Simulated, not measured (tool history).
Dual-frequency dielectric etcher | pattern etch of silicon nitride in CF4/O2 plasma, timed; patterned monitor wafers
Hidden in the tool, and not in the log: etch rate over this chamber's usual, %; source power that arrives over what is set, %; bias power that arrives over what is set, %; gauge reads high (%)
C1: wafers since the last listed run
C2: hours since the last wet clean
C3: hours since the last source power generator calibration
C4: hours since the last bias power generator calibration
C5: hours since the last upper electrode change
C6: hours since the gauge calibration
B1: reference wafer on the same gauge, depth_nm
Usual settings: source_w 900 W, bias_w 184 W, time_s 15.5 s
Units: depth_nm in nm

Run 1, day 0.000: usual settings; C1 0; C2 368.9; C3 1119.7; C4 2458.0; C5 2492.4; C6 396.6; B1 66.5. Result: depth_nm 63.2 nm.
Run 2, day 0.938: usual settings; C1 504; C2 391.4; C3 1142.2; C4 2480.5; C5 2514.9; C6 419.1; B1 66.5. Result: depth_nm 63.3 nm.
At day 2.183: wet clean of the chamber.
Run 3, day 2.204: usual settings; C1 143; C2 0.5; C3 1172.6; C4 2510.9; C5 2545.3; C6 449.5; B1 66.3. Result: depth_nm 62.9 nm.
Run 4, day 2.696: usual settings but bias_w 161 W, time_s 14.0 s; C1 264; C2 12.3; C3 1184.4; C4 2522.7; C5 2557.1; C6 461.3; B1 66.3. Result: depth_nm 55.0 nm.
Run 5, day 4.071: usual settings; C1 739; C2 45.3; C3 1217.4; C4 2555.7; C5 2590.1; C6 494.3; B1 66.5. Result: depth_nm 63.1 nm.
Run 6, day 4.817: usual settings; C1 401; C2 63.2; C3 1235.3; C4 2573.6; C5 2608.0; C6 512.2; B1 66.4. Result: depth_nm 62.3 nm.
Run 7, day 5.454: usual settings; C1 342; C2 78.5; C3 1250.6; C4 2588.9; C5 2623.3; C6 527.5; B1 66.4. Result: depth_nm 63.6 nm.
At day 6.900: upper electrode replaced.
Run 8, day 6.921: usual settings; C1 251; C2 113.7; C3 1285.8; C4 2624.1; C5 0.5; C6 562.7; B1 66.4. Result: depth_nm 62.9 nm.
Run 9, day 7.179: usual settings; C1 138; C2 119.9; C3 1292.0; C4 2630.3; C5 6.7; C6 568.9; B1 66.3. Result: depth_nm 62.7 nm.
At day 7.754: gauge calibrated.
Run 10, day 7.846: usual settings; C1 358; C2 135.9; C3 1308.0; C4 2646.3; C5 22.7; C6 2.2; B1 66.3. Result: depth_nm 62.7 nm.
Run 11, day 9.125: usual settings; C1 688; C2 166.6; C3 1338.7; C4 2677.0; C5 53.4; C6 32.9; B1 66.4. Result: depth_nm 63.1 nm.
Run 12, day 10.538: usual settings but bias_w 161 W, time_s 14.0 s; C1 759; C2 200.5; C3 1372.6; C4 2710.9; C5 87.3; C6 66.8; B1 66.5. Result: depth_nm 54.9 nm.
Run 13, day 11.421: usual settings but time_s 20.0 s; C1 475; C2 221.7; C3 1393.8; C4 2732.1; C5 108.5; C6 88.0; B1 66.5. Result: depth_nm 80.8 nm.
Run 14, day 12.238: usual settings but source_w 790 W, bias_w 222 W, time_s 13.0 s; C1 439; C2 241.3; C3 1413.4; C4 2751.7; C5 128.1; C6 107.6; B1 66.4. Result: depth_nm 49.8 nm.
Run 15, day 13.383: usual settings; C1 616; C2 268.8; C3 1440.9; C4 2779.2; C5 155.6; C6 135.1; B1 66.4. Result: depth_nm 63.8 nm.
At day 14.121: source power generator calibrated.
Run 16, day 14.617: usual settings but source_w 840 W; C1 573; C2 298.4; C3 11.9; C4 2808.8; C5 185.2; C6 164.7; B1 66.3. Result: depth_nm 59.5 nm.
Run 17, day 15.862: usual settings but bias_w 155 W; C1 670; C2 328.3; C3 41.8; C4 2838.7; C5 215.1; C6 194.6; B1 66.4. Result: depth_nm 59.8 nm.
At day 16.600: bias power generator calibrated.
At day 17.104: wet clean of the chamber.
Run 18, day 17.125: usual settings but source_w 720 W, bias_w 216 W; C1 317; C2 0.5; C3 72.1; C4 12.6; C5 245.4; C6 224.9; B1 66.4. Result: depth_nm 54.3 nm.
Run 19, day 17.475: usual settings; C1 188; C2 8.9; C3 80.5; C4 21.0; C5 253.8; C6 233.3; B1 66.5. Result: depth_nm 63.4 nm.
Run 20, day 18.262: usual settings but bias_w 219 W; C1 423; C2 27.8; C3 99.4; C4 39.9; C5 272.7; C6 252.2; B1 66.5. Result: depth_nm 66.6 nm.
Run 21, day 19.446: usual settings but source_w 750 W, time_s 19.5 s; C1 636; C2 56.2; C3 127.8; C4 68.3; C5 301.1; C6 280.6; B1 66.4. Result: depth_nm 67.5 nm.
Run 22, day 20.800: usual settings but source_w 1070 W, bias_w 141 W, time_s 14.5 s; C1 728; C2 88.7; C3 160.3; C4 100.8; C5 333.6; C6 313.1; B1 66.5. Result: depth_nm 64.0 nm.
Run 23, day 22.025: usual settings but source_w 780 W; C1 658; C2 118.1; C3 189.7; C4 130.2; C5 363.0; C6 342.5; B1 66.5. Result: depth_nm 55.7 nm.

How the hidden state differs across the entries between the runs, from the last listed run before each to the first after it:
Between runs 2 and 3: wet clean of the chamber (day 2.183)
  no hidden state differs between the two runs
Between runs 7 and 8: upper electrode replaced (day 6.900)
  no hidden state differs between the two runs
Between runs 9 and 10: gauge calibrated (day 7.754)
  no hidden state differs between the two runs
Between runs 15 and 16: source power generator calibrated (day 14.121)
  no hidden state differs between the two runs
Between runs 17 and 18: bias power generator calibrated (day 16.600); wet clean of the chamber (day 17.104)
  no hidden state differs between the two runs
